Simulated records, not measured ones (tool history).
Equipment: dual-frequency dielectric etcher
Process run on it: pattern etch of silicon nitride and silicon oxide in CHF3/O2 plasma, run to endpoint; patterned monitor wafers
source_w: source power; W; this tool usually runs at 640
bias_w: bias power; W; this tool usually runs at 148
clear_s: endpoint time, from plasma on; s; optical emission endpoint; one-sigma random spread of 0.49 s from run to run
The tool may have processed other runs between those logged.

| run | hour | source_w | bias_w | incoming incoming film thickness, nm | clear_s |
|---|---|---|---|---|---|
| 1 | 0 | 640 | 148 | 189.2 | 144.3 |
| 2 | 10.3 | 640 | 148 | 187.4 | 143.9 |
| 3 | 22.5 | 640 | 172 | 190.5 | 135.5 |
| 4 | 28.8 | 640 | 148 | 189.1 | 144 |
| 5 | 38.9 | 640 | 125 | 189.5 | 155.6 |
| 6 | 52.2 | 640 | 125 | 190.2 | 156.3 |
| 7 | 68.8 | 640 | 125 | 188.2 | 154 |
| 8 | 75.3 | 740 | 166 | 189.5 | 131.8 |
|  | 93.4 | source power generator calibrated |
| 9 | 100.4 | 740 | 166 | 188.9 | 130.4 |
| 10 | 113 | 740 | 166 | 189.1 | 130.4 |
| 11 | 122.5 | 500 | 129 | 189.8 | 165.8 |
|  | 134.8 | bias power generator calibrated |
| 12 | 138 | 580 | 148 | 188.8 | 148.3 |
| 13 | 146.6 | 540 | 125 | 189.3 | 164.6 |
|  | 172.9 | upper electrode replaced |
| 14 | 173.4 | 760 | 120 | 189.9 | 150.7 |
|  | 199.5 | wet clean of the chamber |
| 15 | 200 | 510 | 177 | 189 | 142 |
| 16 | 200.3 | 560 | 148 | 190.7 | 150.8 |
| 17 | 210.4 | 590 | 163 | 190.2 | 141.9 |
| 18 | 225.4 | 640 | 113 | 189.7 | 163.3 |
| 19 | 235 | 640 | 148 | 189.9 | 143.8 |
| 20 | 251.8 | 790 | 164 | 190.4 | 130 |
| 21 | 258.5 | 640 | 148 | 187.1 | 142.1 |
| 22 | 271.4 | 570 | 126 | 190 | 160.8 |
| 23 | 287.8 | 700 | 127 | 190.3 | 151 |
| 24 | 298.2 | 640 | 148 | 190.2 | 144.9 |
| 25 | 313.9 | 760 | 127 | 188.5 | 145.1 |
| 26 | 320.8 | 640 | 148 | 191.4 | 146 |
| 27 | 334.5 | 750 | 180 | 187.2 | 125.3 |
| 28 | 345.7 | 740 | 166 | 188.9 | 130.5 |
| 29 | 352.9 | 640 | 174 | 190.9 | 135.7 |
| 30 | 363.6 | 550 | 184 | 189.5 | 137.7 |
| 31 | 377.4 | 640 | 148 | 191.8 | 146.5 |
| 32 | 395.2 | 770 | 179 | 188.9 | 124.9 |
| 33 | 404.1 | 710 | 162 | 189.6 | 134.5 |
| 34 | 416.3 | 640 | 148 | 191 | 145.4 |

Hidden state, per run?
etch rate over this chamber's usual, %: 0 on each run
source power that arrives over what is set, %: 0 on each run
bias power that arrives over what is set, %: 0 on each run
